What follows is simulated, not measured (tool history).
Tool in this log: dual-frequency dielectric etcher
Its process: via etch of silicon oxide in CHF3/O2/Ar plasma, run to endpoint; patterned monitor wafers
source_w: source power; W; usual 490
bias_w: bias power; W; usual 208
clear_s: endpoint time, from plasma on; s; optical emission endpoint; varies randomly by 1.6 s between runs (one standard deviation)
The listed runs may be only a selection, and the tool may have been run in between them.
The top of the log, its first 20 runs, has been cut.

run,day,source_w,bias_w,"incoming incoming film thickness, nm",clear_s
21,11.804,610,191,589.1,288
22,11.821,610,191,593.3,291.1
23,11.854,590,243,588.8,266.1
24,12.254,490,208,591.7,306.2
25,12.958,430,180,596.5,342.6
26,13.325,400,226,594.5,316.6
27,14.008,490,208,596.1,304
28,15.525,430,227,596.2,309.7
29,16.125,490,208,586.8,300.9
30,16.554,490,208,592.7,304.7
31,16.842,450,258,594.8,287.2
32,17.108,490,208,587.1,298.1
33,17.45,570,208,596.8,288.1
34,17.742,590,238,598.3,269.1

5 ways to go on from here, each from the tool as it stands after run 34. What would each give?
A,17.762,420,208,596.3,?
B,17.762,440,157,596.3,?
C,17.762,490,222,596.3,?
D,17.762,370,162,596.3,?
E,17.762,490,170,596.3,?

run,clear_s
A,321.7
B,352.8
C,296.3
D,371.8
E,328.7
With the hidden condition removed and each run's random variation left untouched, the same runs would have given:
run,clear_s
A,330.6
B,362.5
C,304.5
D,382
E,337.7
